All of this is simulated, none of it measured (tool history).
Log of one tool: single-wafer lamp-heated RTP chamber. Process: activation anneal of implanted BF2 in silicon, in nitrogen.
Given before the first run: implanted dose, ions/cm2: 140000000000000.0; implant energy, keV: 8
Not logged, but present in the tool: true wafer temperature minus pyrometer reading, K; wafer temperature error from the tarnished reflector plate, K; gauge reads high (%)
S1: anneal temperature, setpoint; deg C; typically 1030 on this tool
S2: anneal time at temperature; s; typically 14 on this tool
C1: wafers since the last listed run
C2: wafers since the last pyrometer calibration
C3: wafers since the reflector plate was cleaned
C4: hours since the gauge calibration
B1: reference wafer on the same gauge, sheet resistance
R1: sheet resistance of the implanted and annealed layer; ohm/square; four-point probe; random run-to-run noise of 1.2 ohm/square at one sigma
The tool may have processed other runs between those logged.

| run | hour | S1 | S2 | C1 | C2 | C3 | C4 | B1 | R1 |
|---|---|---|---|---|---|---|---|---|---|
| 1 | 0 | 1046 | 14 | 0 | 417 | 14498 | 54.5 | 730.84 | 798.72 |
| 2 | 9.8 | 1037 | 14 | 145 | 563 | 14643 | 64.3 | 730.54 | 803.41 |
| 3 | 16.1 | 1030 | 14 | 93 | 656 | 14737 | 70.6 | 731.06 | 804.37 |
| 4 | 32.9 | 1030 | 14 | 249 | 906 | 14986 | 87.4 | 730.57 | 803.74 |
| 5 | 46.3 | 1050 | 14 | 198 | 1104 | 15185 | 100.8 | 731.21 | 791.89 |
| 6 | 56 | 1050 | 14 | 143 | 1248 | 15329 | 110.5 | 730.87 | 792.57 |
| 7 | 64.7 | 1050 | 14 | 129 | 1377 | 15458 | 119.2 | 731.14 | 788.8 |
|  | 73.4 | reflector plate cleaned |
| 8 | 80.3 | 1030 | 14 | 112 | 1490 | 101 | 134.8 | 731.16 | 804.17 |
| 9 | 90 | 1030 | 14 | 143 | 1634 | 245 | 144.5 | 731.2 | 802.73 |
|  | 102.1 | pyrometer window cleaned and pyrometer calibrated |
| 10 | 102.6 | 1030 | 14 | 68 | 8 | 314 | 157.1 | 730.7 | 805.97 |
| 11 | 103.9 | 1030 | 14 | 19 | 27 | 333 | 158.4 | 730.83 | 808.69 |
| 12 | 120.7 | 1041 | 14 | 249 | 276 | 582 | 175.2 | 730.81 | 802.74 |
| 13 | 127.9 | 1019 | 11 | 106 | 383 | 689 | 182.4 | 731.41 | 816.13 |
| 14 | 137.5 | 1030 | 12 | 142 | 525 | 831 | 192 | 730.91 | 810.86 |
|  | 140.1 | gauge calibrated |
| 15 | 146.3 | 1009 | 20 | 130 | 656 | 962 | 6.2 | 730.51 | 804.99 |
| 16 | 153.8 | 1030 | 14 | 111 | 767 | 1073 | 13.7 | 731.07 | 805.58 |
| 17 | 165.6 | 1017 | 17 | 175 | 942 | 1248 | 25.5 | 730.62 | 808.41 |
| 18 | 181.7 | 1047 | 14 | 238 | 1181 | 1487 | 41.6 | 731.16 | 794.59 |
| 19 | 198.7 | 1017 | 22 | 252 | 1433 | 1739 | 58.6 | 730.41 | 797.06 |
| 20 | 209 | 1017 | 17 | 152 | 1586 | 1892 | 68.9 | 730.99 | 803.97 |
|  | 223.6 | pyrometer window cleaned and pyrometer calibrated |
| 21 | 224.1 | 1022 | 10 | 105 | 7 | 1997 | 84 | 731.12 | 818.77 |
| 22 | 227.1 | 1041 | 11 | 44 | 51 | 2042 | 87 | 731.32 | 810.99 |

Below, each run's measurement less what the same run would have read without the hidden state. Both values contain the same run-to-run variation, but the gauge's scatter may not be the same in both:
| run | R1 |
|---|---|
| 1 | -2.37 |
| 2 | -2.44 |
| 3 | -2.35 |
| 4 | -3.13 |
| 5 | -5.91 |
| 6 | -6.66 |
| 7 | -7.29 |
| 8 | -5.56 |
| 9 | -6.07 |
| 10 | -0.58 |
| 11 | -0.64 |
| 12 | -1.76 |
| 13 | -0.92 |
| 14 | -1.73 |
| 15 | -2.14 |
| 16 | -2.85 |
| 17 | -3.16 |
| 18 | -6.21 |
| 19 | -6.09 |
| 20 | -5.2 |
| 21 | -0.11 |
| 22 | -0.35 |

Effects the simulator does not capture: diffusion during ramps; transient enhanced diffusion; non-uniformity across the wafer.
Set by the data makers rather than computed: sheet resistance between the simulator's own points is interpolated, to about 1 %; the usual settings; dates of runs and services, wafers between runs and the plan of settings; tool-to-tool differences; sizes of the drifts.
